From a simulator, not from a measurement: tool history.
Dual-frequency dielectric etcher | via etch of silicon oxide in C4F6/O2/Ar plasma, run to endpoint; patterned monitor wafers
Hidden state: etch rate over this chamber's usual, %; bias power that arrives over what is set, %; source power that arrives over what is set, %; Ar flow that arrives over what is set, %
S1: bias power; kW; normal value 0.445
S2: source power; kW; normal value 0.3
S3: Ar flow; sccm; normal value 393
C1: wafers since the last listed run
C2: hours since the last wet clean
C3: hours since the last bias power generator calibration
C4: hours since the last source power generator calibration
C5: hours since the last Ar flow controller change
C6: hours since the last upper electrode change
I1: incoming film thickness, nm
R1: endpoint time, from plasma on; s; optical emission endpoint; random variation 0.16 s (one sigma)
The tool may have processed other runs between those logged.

{"run": 1, "hour": 0.0, "S1": 0.408, "S2": 0.3, "S3": 466, "C1": 0, "C2": 339.8, "C3": 797.8, "C4": 2413.3, "C5": 515.7, "C6": 2170.7, "I1": 185.5, "R1": 54}
{"hour": 74.0, "done": "wet clean of the chamber"}
{"run": 2, "hour": 106.4, "S1": 0.36, "S2": 0.3, "S3": 393, "C1": 1141, "C2": 32.4, "C3": 904.2, "C4": 2519.7, "C5": 622.1, "C6": 2277.1, "I1": 184.2, "R1": 56}
{"run": 3, "hour": 186.0, "S1": 0.445, "S2": 0.36, "S3": 456, "C1": 1102, "C2": 112, "C3": 983.8, "C4": 2599.3, "C5": 701.7, "C6": 2356.7, "I1": 185.5, "R1": 50.2}
{"run": 4, "hour": 265.5, "S1": 0.445, "S2": 0.36, "S3": 456, "C1": 1100, "C2": 191.5, "C3": 1063.3, "C4": 2678.8, "C5": 781.2, "C6": 2436.2, "I1": 184.1, "R1": 49.8}
{"run": 5, "hour": 329.1, "S1": 0.445, "S2": 0.36, "S3": 456, "C1": 880, "C2": 255.1, "C3": 1126.9, "C4": 2742.4, "C5": 844.8, "C6": 2499.8, "I1": 184.4, "R1": 49.4}
{"run": 6, "hour": 405.8, "S1": 0.445, "S2": 0.3, "S3": 393, "C1": 1062, "C2": 331.8, "C3": 1203.6, "C4": 2819.1, "C5": 921.5, "C6": 2576.5, "I1": 186.4, "R1": 51.7}
{"hour": 532.8, "done": "wet clean of the chamber"}
{"run": 7, "hour": 703.8, "S1": 0.445, "S2": 0.3, "S3": 393, "C1": 3794, "C2": 171, "C3": 1501.6, "C4": 3117.1, "C5": 1219.5, "C6": 2874.5, "I1": 185.6, "R1": 52}
{"run": 8, "hour": 757.2, "S1": 0.445, "S2": 0.3, "S3": 393, "C1": 739, "C2": 224.4, "C3": 1555, "C4": 3170.5, "C5": 1272.9, "C6": 2927.9, "I1": 186.3, "R1": 52}
{"run": 9, "hour": 796.1, "S1": 0.445, "S2": 0.3, "S3": 467, "C1": 538, "C2": 263.3, "C3": 1593.9, "C4": 3209.4, "C5": 1311.8, "C6": 2966.8, "I1": 184, "R1": 52.3}
{"run": 10, "hour": 871.1, "S1": 0.445, "S2": 0.3, "S3": 429, "C1": 1038, "C2": 338.3, "C3": 1668.9, "C4": 3284.4, "C5": 1386.8, "C6": 3041.8, "I1": 183.2, "R1": 51.6}
{"run": 11, "hour": 955.5, "S1": 0.445, "S2": 0.33, "S3": 437, "C1": 1168, "C2": 422.7, "C3": 1753.3, "C4": 3368.8, "C5": 1471.2, "C6": 3126.2, "I1": 184.5, "R1": 50.3}
{"hour": 1026.7, "done": "wet clean of the chamber"}
{"hour": 1033.8, "done": "upper electrode replaced"}
{"run": 12, "hour": 1058.6, "S1": 0.445, "S2": 0.3, "S3": 319, "C1": 996, "C2": 31.9, "C3": 1856.4, "C4": 3471.9, "C5": 1574.3, "C6": 24.8, "I1": 185.2, "R1": 50.8}
{"run": 13, "hour": 1120.8, "S1": 0.445, "S2": 0.3, "S3": 393, "C1": 861, "C2": 94.1, "C3": 1918.6, "C4": 3534.1, "C5": 1636.5, "C6": 87, "I1": 185.1, "R1": 52.1}
{"hour": 1126.8, "done": "source power generator calibrated"}
{"hour": 1159.7, "done": "Ar flow controller replaced"}
{"run": 14, "hour": 1177.9, "S1": 0.49, "S2": 0.25, "S3": 364, "C1": 652, "C2": 151.2, "C3": 1975.7, "C4": 51.1, "C5": 18.2, "C6": 144.1, "I1": 185.5, "R1": 52.2}
{"run": 15, "hour": 1242.3, "S1": 0.339, "S2": 0.33, "S3": 393, "C1": 891, "C2": 215.6, "C3": 2040.1, "C4": 115.5, "C5": 82.6, "C6": 208.5, "I1": 185.6, "R1": 54.8}
{"hour": 1265.5, "done": "bias power generator calibrated"}
{"run": 16, "hour": 1326.1, "S1": 0.445, "S2": 0.3, "S3": 325, "C1": 1105, "C2": 299.4, "C3": 60.6, "C4": 199.3, "C5": 166.4, "C6": 292.3, "I1": 185.6, "R1": 50}
{"run": 17, "hour": 1417.3, "S1": 0.491, "S2": 0.33, "S3": 393, "C1": 1263, "C2": 390.6, "C3": 151.8, "C4": 290.5, "C5": 257.6, "C6": 383.5, "I1": 184.7, "R1": 47.7}
{"hour": 1545.0, "done": "wet clean of the chamber"}
{"run": 18, "hour": 1547.2, "S1": 0.445, "S2": 0.3, "S3": 325, "C1": 1466, "C2": 2.2, "C3": 281.7, "C4": 420.4, "C5": 387.5, "C6": 513.4, "I1": 184.3, "R1": 50.2}
{"run": 19, "hour": 1601.2, "S1": 0.445, "S2": 0.3, "S3": 393, "C1": 747, "C2": 56.2, "C3": 335.7, "C4": 474.4, "C5": 441.5, "C6": 567.4, "I1": 185.3, "R1": 52.1}

The logged runs with the hidden state left out (each run's random variation unchanged):
run=1 R1=55
run=2 R1=56
run=3 R1=50.3
run=4 R1=50.1
run=5 R1=49.9
run=6 R1=52.4
run=7 R1=52.1
run=8 R1=52.2
run=9 R1=52.7
run=10 R1=52.1
run=11 R1=51
run=12 R1=50.5
run=13 R1=52
run=14 R1=52.7
run=15 R1=55.5
run=16 R1=50.9
run=17 R1=48.8
run=18 R1=50.2
run=19 R1=52.1
